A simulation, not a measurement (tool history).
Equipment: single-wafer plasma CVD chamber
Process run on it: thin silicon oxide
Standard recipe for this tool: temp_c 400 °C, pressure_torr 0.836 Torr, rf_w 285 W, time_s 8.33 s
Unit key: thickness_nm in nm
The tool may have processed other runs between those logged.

run,hour,temp_c,pressure_torr,rf_w,time_s,"read-back reference wafer on the same gauge, thickness_nm",thickness_nm
1,0,400,0.836,285,8.33,16.742,15.235
2,163.9,400,0.836,285,8.33,16.681,15.045
3,222.9,400,0.836,285,7.24,16.652,13.092
4,271.9,400,0.836,285,7.24,16.649,13.102
5,340.2,400,0.836,320,7.87,16.595,15.181
6,405.4,400,0.836,320,7.87,16.567,15.14
7,432.1,400,0.836,285,8.33,16.589,15.042
# hour 462.7: capacitance manometer re-zeroed and calibrated
8,486.4,400,0.836,285,8.33,16.521,14.944
# hour 502.1: gauge calibrated
9,536.7,400,0.836,285,8.33,16.988,15.382
# hour 549.4: showerhead replaced
10,597.2,400,0.836,285,8.33,16.959,15.384
# hour 641.9: thermocouple changed; heater temperature recalibrated
11,801.4,391,0.75,285,8.33,16.929,13.978

Expected results for the next run?
12,834.7,400,0.836,285,8.33,?,?

read-back reference wafer on the same gauge, thickness_nm: 16.88
thickness_nm: 15.349 nm
Minus the tool's unlogged condition, the same run would have read thickness_nm 15.453 nm.
